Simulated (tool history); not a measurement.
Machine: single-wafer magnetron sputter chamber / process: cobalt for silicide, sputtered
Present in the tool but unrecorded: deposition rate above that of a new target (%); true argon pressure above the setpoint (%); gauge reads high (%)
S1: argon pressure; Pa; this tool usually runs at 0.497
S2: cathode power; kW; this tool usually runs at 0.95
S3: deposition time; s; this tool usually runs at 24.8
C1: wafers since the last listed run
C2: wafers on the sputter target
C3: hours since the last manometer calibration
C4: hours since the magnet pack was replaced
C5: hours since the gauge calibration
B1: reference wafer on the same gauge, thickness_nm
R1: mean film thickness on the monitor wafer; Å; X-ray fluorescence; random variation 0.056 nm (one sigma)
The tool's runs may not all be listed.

run     day     S1    S2    S3    C1    C2      C3       C4      C5      B1      R1
  1       0  0.497  0.95  24.8     0  1853   925.1   9735.9   382.8  12.171  111.29
  2   1.712  0.497  0.95  24.8   520  2373   966.2     9777   423.9  12.212  110.89
  3   4.217  0.497  0.95  24.8   760  3134  1026.3   9837.1     484  12.214  108.65
  4   6.712  0.497  0.95  24.8   757  3892  1086.2     9897   543.9  12.198  107.08
      9.054  -- sputter target and shields replaced
  5   9.317  0.497  0.95  24.8   689    79  1148.7   9959.5   606.4  12.186  111.43
  6  10.846  0.497  0.95  24.8   464   543  1185.4   9996.2   643.1  12.183  111.95
  7  12.662  0.497  0.85  24.8   551  1095    1229  10039.8   686.7  12.197   98.77
  8  15.071  0.497  0.95  24.8   731  1826  1286.8  10097.6   744.5   12.21   110.7
  9  16.204  0.497  0.95  24.8   344  2171    1314  10124.8   771.7  12.205   109.5
     18.396  -- capacitance manometer re-zeroed and calibrated
 10  19.171  0.497  0.95  24.8   799  2970    18.6    10196   842.9  12.193   109.1
     24.121  -- sputter target and shields replaced
 11  26.092  0.497  0.95  24.8  2000   598   184.7  10362.1    1009  12.211  111.73
 12  27.471  0.497  0.95  24.8   418  1017   217.8  10395.2  1042.1  12.206  111.58
 13  28.496  0.497  0.95  24.8   311  1328   242.4  10419.8  1066.7  12.208  111.23
 14  29.733  0.497  0.95  24.8   375  1704   272.1  10449.5  1096.4  12.221  110.23
 15  31.375  0.497  0.95  24.8   498  2203   311.5  10488.9  1135.8  12.206  110.08
     31.629  -- gauge calibrated
 16  33.696  0.497  0.95  24.8   704  2908   367.2  10544.6    49.6  12.205  109.85
     36.533  -- magnet pack replaced
 17  36.554  0.497   1.2  24.8   766  3674   435.8      0.5   118.2  12.184  135.86
     38.767  -- sputter target and shields replaced
 18  39.121  0.497  1.15  23.2   678   108   497.4     62.1   179.8   12.21  126.64
 19  40.654  0.497  0.95  24.8   465   573   534.2     98.9   216.6  12.216     111
 20  43.567  0.693  0.95  21.2   884  1458   604.1    168.8   286.5  12.184   89.11
 21  44.804  0.497  0.95  29.3   375  1834   633.8    198.5   316.2  12.221  130.42
 22  46.142  0.321  0.95  21.2   406  2240   665.9    230.6   348.3  12.196  100.18
 23    48.5  0.632   1.1  24.8   716  2956   722.5    287.2   404.9  12.193  120.84
 24  50.008  0.497  0.95  24.8   458  3414   758.7    323.4   441.1  12.209  109.03
 25  51.358  0.497  0.75  20.7   409  3824   791.1    355.8   473.5  12.195   70.88
     53.479  -- sputter target and shields replaced
 26  54.329   0.41  0.85  28.5   801   257   862.4    427.1   544.8    12.2  117.96
 27  55.658  0.497  0.95  29.3   403   661   894.3      459   576.7  12.195  132.78
 28  56.729   0.41   0.9  23.2   325   986     920    484.7   602.4  12.199  100.65
 29  57.958  0.497  0.95  24.8   373  1359   949.5    514.2   631.9  12.206  110.51
 30  58.979  0.552  1.05  22.4   310  1669     974    538.7   656.4  12.184  108.66
 31  63.529  0.497  0.95  24.8  1381  3051  1083.2    647.9   765.6  12.207  108.79
 32  66.133  0.497   1.2  24.8   790  3842  1145.7    710.4   828.1  12.186     135
 33  67.158  0.402  0.95  24.8   311  4153  1170.3      735   852.7  12.188  109.88
     68.188  -- sputter target and shields replaced
 34  69.779  0.497  0.95  24.8   694   483  1233.2    797.9   915.6  12.182  111.03
 35  72.367  0.431  0.95  24.8   785  1269  1295.3      860   977.7  12.218   112.7
 36  74.192  0.497  0.95  26.9   554  1823  1339.1    903.8  1021.5  12.217  120.69

Here are 3 independent what-if runs from the current tool condition. What would each one return?
  A  74.208  0.392  0.95  24.8   5  1828  1339.5  904.2  1021.9   ?   ?
  B  74.208   0.59  0.95  24.8   5  1828  1339.5  904.2  1021.9   ?   ?
  C  74.208  0.438  0.95  20.9   5  1828  1339.5  904.2  1021.9   ?   ?

run    B1      R1
  A  12.2  113.75
  B  12.2  106.61
  C  12.2   94.41
Without the tool's unlogged condition, the same runs would have read:
run      R1
  A  115.36
  B  108.12
  C   95.75
